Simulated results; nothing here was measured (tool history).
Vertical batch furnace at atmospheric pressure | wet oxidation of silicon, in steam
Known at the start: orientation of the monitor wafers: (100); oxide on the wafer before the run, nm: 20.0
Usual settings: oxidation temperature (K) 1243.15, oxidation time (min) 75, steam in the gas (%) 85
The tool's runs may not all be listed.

run,day,oxidation temperature (K),oxidation time (min),steam in the gas (%),wafers since the last listed run,hours since the last temperature calibration,hours since the steam generator was serviced,hours since the gauge calibration,"read-back reference wafer on the same gauge, thickness",oxide thickness on the monitor wafer (angstrom)
1,0,1230.15,75,85,0,872.2,2167.4,722.1,400,3424
2,4.221,1230.15,75,85,1625,973.5,2268.7,823.4,399.79,3429.5
3,6.117,1252.15,75,85,730,1019,2314.2,868.9,400.26,4098.7
4,9.712,1243.15,75,94,1385,1105.3,2400.5,955.2,399.76,4105.2
5,12.525,1243.15,75,85,1083,1172.8,2468,1022.7,400.14,3823.1
6,15.783,1257.15,75,92,1255,1251,2546.2,1100.9,400.13,4489.3
7,19.562,1257.15,75,92,1455,1341.7,2636.9,1191.6,400.09,4506.4
8,22.979,1257.15,75,92,1316,1423.7,2718.9,1273.6,399.82,4503.7
9,27.025,1243.15,75,85,1558,1520.8,2816,1370.7,399.95,3829.8
10,29.412,1243.15,75,85,919,1578.1,2873.3,1428,399.79,3828.5
11,30.933,1243.15,75,85,585,1614.6,2909.8,1464.5,400.08,3823.8
# day 33.025: gauge calibrated
12,33.933,1243.15,75,85,1155,1686.6,2981.8,21.8,400.15,3809.9
# day 35.429: steam generator serviced
13,36.458,1243.15,75,85,587,1747.2,24.7,82.4,400.05,3813.1
14,39.442,1243.15,75,85,1149,1818.8,96.3,154,399.8,3827.5
15,43.546,1243.15,75,85,1580,1917.3,194.8,252.5,399.85,3821.7
16,47.062,1243.15,64.5,85,1354,2001.7,279.2,336.9,399.94,3424
17,50.954,1232.15,52,77,1499,2095.1,372.6,430.3,400.04,2475.1
18,53.483,1233.15,87,85,974,2155.8,433.3,491,399.76,3912.3
19,57.725,1251.15,65,81,1633,2257.6,535.1,592.8,400.02,3558
20,60.288,1243.15,75,79,987,2319.1,596.6,654.3,399.92,3621.5
21,63.908,1243.15,46,85,1394,2406,683.5,741.2,399.9,2690.6
22,66.7,1243.15,62.5,85,1075,2473,750.5,808.2,399.9,3353.3
23,69.167,1243.15,56,85,950,2532.2,809.7,867.4,400.12,3098.5
24,71.279,1243.15,75,85,813,2582.9,860.4,918.1,400.04,3823.7

Forecast run 25:
# day 73.821: thermocouples replaced and temperature profile calibrated
25,73.925,1252.15,75,85,633,2.5,923.9,981.6,?,?

{"run 25": {"read-back reference wafer on the same gauge, thickness": 399.97, "oxide thickness on the monitor wafer (angstrom)": 4106.4}}
Without the tool's hidden state the same run would have given oxide thickness on the monitor wafer (angstrom) 4106.4.
